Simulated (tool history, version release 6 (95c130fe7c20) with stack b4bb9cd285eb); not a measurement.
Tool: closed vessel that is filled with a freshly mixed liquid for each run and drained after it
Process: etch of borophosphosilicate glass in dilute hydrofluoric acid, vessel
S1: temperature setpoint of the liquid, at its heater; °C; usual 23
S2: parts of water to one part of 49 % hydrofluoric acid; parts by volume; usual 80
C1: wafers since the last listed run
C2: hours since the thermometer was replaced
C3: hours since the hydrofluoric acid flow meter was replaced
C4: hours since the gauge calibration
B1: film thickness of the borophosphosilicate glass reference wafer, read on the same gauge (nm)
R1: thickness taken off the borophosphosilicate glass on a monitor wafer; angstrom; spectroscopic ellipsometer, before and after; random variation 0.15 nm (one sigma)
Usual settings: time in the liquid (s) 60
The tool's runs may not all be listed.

run 1 hour=0 | S1=23 S2=80 time_in_the_liquid_(s)=60 | C1=0 C2=1593.1 C3=529.1 C4=380 | B1=39.98 | R1=269.2
run 2 hour=24.2 | S1=25 S2=80 time_in_the_liquid_(s)=60 | C1=2790 C2=1617.3 C3=553.3 C4=404.2 | B1=39.99 | R1=293.7
run 3 hour=44.9 | S1=23 S2=80 time_in_the_liquid_(s)=60 | C1=2387 C2=1638 C3=574 C4=424.9 | B1=40.01 | R1=269.3
run 4 hour=73 | S1=23 S2=80 time_in_the_liquid_(s)=60 | C1=3240 C2=1666.1 C3=602.1 C4=453 | B1=40.02 | R1=269
run 5 hour=95.3 | S1=23 S2=80 time_in_the_liquid_(s)=60 | C1=2571 C2=1688.4 C3=624.4 C4=475.3 | B1=40.01 | R1=268.6
run 6 hour=124.3 | S1=23 S2=80 time_in_the_liquid_(s)=60 | C1=3344 C2=1717.4 C3=653.4 C4=504.3 | B1=40.06 | R1=268.6
run 7 hour=154.5 | S1=23 S2=80 time_in_the_liquid_(s)=60 | C1=3482 C2=1747.6 C3=683.6 C4=534.5 | B1=40 | R1=267.6
run 8 hour=170.3 | S1=23 S2=80 time_in_the_liquid_(s)=60 | C1=1822 C2=1763.4 C3=699.4 C4=550.3 | B1=40.02 | R1=267.9
run 9 hour=201.9 | S1=23 S2=80 time_in_the_liquid_(s)=60 | C1=3644 C2=1795 C3=731 C4=581.9 | B1=40.04 | R1=267.3
run 10 hour=244.2 | S1=23 S2=80 time_in_the_liquid_(s)=60 | C1=4877 C2=1837.3 C3=773.3 C4=624.2 | B1=40.01 | R1=267.1
run 11 hour=273.6 | S1=23 S2=80 time_in_the_liquid_(s)=60 | C1=3390 C2=1866.7 C3=802.7 C4=653.6 | B1=39.99 | R1=265.5
run 12 hour=302.1 | S1=23 S2=65 time_in_the_liquid_(s)=60 | C1=3286 C2=1895.2 C3=831.2 C4=682.1 | B1=40.02 | R1=333.2
run 13 hour=334.1 | S1=23 S2=65 time_in_the_liquid_(s)=60 | C1=3690 C2=1927.2 C3=863.2 C4=714.1 | B1=39.98 | R1=331.4
-- hour=346.3 thermometer replaced
run 14 hour=439.6 | S1=23 S2=65 time_in_the_liquid_(s)=60 | C1=12050 C2=93.3 C3=968.7 C4=819.6 | B1=40.07 | R1=312.6
run 15 hour=456.7 | S1=24 S2=80 time_in_the_liquid_(s)=50 | C1=1971 C2=110.4 C3=985.8 C4=836.7 | B1=40 | R1=216.5
run 16 hour=471 | S1=24 S2=80 time_in_the_liquid_(s)=50 | C1=1649 C2=124.7 C3=1000.1 C4=851 | B1=40.02 | R1=213.7
run 17 hour=544.1 | S1=27.5 S2=55 time_in_the_liquid_(s)=50 | C1=8429 C2=197.8 C3=1073.2 C4=924.1 | B1=39.98 | R1=371.9
-- hour=556.8 thermometer replaced, repeated, since the last time left the tool worse
run 18 hour=608.5 | S1=21 S2=80 time_in_the_liquid_(s)=60 | C1=7311 C2=51.7 C3=1137.6 C4=988.5 | B1=40.03 | R1=261.1
run 19 hour=643.8 | S1=18 S2=55 time_in_the_liquid_(s)=70 | C1=4070 C2=87 C3=1172.9 C4=1023.8 | B1=40.03 | R1=399.8
-- hour=651.9 gauge calibrated
run 20 hour=665 | S1=25 S2=80 time_in_the_liquid_(s)=75 | C1=2444 C2=108.2 C3=1194.1 C4=13.1 | B1=39.97 | R1=381.9
run 21 hour=698.2 | S1=20.5 S2=110 time_in_the_liquid_(s)=30 | C1=3828 C2=141.4 C3=1227.3 C4=46.3 | B1=39.96 | R1=88.5
run 22 hour=714.6 | S1=23 S2=80 time_in_the_liquid_(s)=60 | C1=1891 C2=157.8 C3=1243.7 C4=62.7 | B1=40.05 | R1=280.4
run 23 hour=728.2 | S1=18 S2=80 time_in_the_liquid_(s)=60 | C1=1568 C2=171.4 C3=1257.3 C4=76.3 | B1=40 | R1=228.7
-- hour=740.1 hydrofluoric acid flow meter replaced
run 24 hour=750.5 | S1=23 S2=80 time_in_the_liquid_(s)=60 | C1=2456 C2=193.7 C3=10.4 C4=98.6 | B1=39.97 | R1=280.9
run 25 hour=767.1 | S1=23 S2=80 time_in_the_liquid_(s)=60 | C1=1914 C2=210.3 C3=27 C4=115.2 | B1=39.97 | R1=281.4
run 26 hour=787 | S1=23 S2=80 time_in_the_liquid_(s)=60 | C1=2294 C2=230.2 C3=46.9 C4=135.1 | B1=39.98 | R1=278.5
run 27 hour=820.8 | S1=23 S2=80 time_in_the_liquid_(s)=60 | C1=3897 C2=264 C3=80.7 C4=168.9 | B1=39.94 | R1=278.6
run 28 hour=842.5 | S1=23 S2=110 time_in_the_liquid_(s)=60 | C1=2502 C2=285.7 C3=102.4 C4=190.6 | B1=39.95 | R1=198.4
run 29 hour=864 | S1=23 S2=80 time_in_the_liquid_(s)=60 | C1=2479 C2=307.2 C3=123.9 C4=212.1 | B1=39.98 | R1=280.1
run 30 hour=898.5 | S1=20.5 S2=65 time_in_the_liquid_(s)=75 | C1=3978 C2=341.7 C3=158.4 C4=246.6 | B1=40 | R1=396
run 31 hour=930.8 | S1=23 S2=105 time_in_the_liquid_(s)=50 | C1=3724 C2=374 C3=190.7 C4=278.9 | B1=39.99 | R1=172.6
run 32 hour=943.8 | S1=23 S2=80 time_in_the_liquid_(s)=60 | C1=1499 C2=387 C3=203.7 C4=291.9 | B1=40.02 | R1=280.2

Some steps in R1 between neighbouring runs. How much of each would the tool show without its hidden state too (settings, what came in, random variation), and how much is left for the hidden state, with any gauge scatter that isn't in both results?
The hidden state here: liquid colder than its thermometer reads (K); hydrofluoric acid flow below the setpoint (%); gauge reads high (%).
Run 13 -> 14: thermometer replaced. R1 -18.8 angstrom: hidden state -22.5, all else +3.7.
Run 16 -> 17: S1 24 -> 27.5, S2 80 -> 55. R1 +158.2 angstrom: hidden state -22.3, all else +180.5.
Run 17 -> 18: S1 27.5 -> 21, S2 55 -> 80, time in the liquid (s) 50 -> 60, thermometer replaced, repeated, since the last time left the tool worse. R1 -110.8 angstrom: hidden state +50.4, all else -161.2.
Run 20 -> 21: S1 25 -> 20.5, S2 80 -> 110, time in the liquid (s) 75 -> 30. R1 -293.4 angstrom: hidden state +2.3, all else -295.7.
Run 21 -> 22: S1 20.5 -> 23, S2 110 -> 80, time in the liquid (s) 30 -> 60. R1 +191.9 angstrom: hidden state -1.8, all else +193.7.
Run 30 -> 31: S1 20.5 -> 23, S2 65 -> 105, time in the liquid (s) 75 -> 50. R1 -223.4 angstrom: hidden state +3.4, all else -226.8.
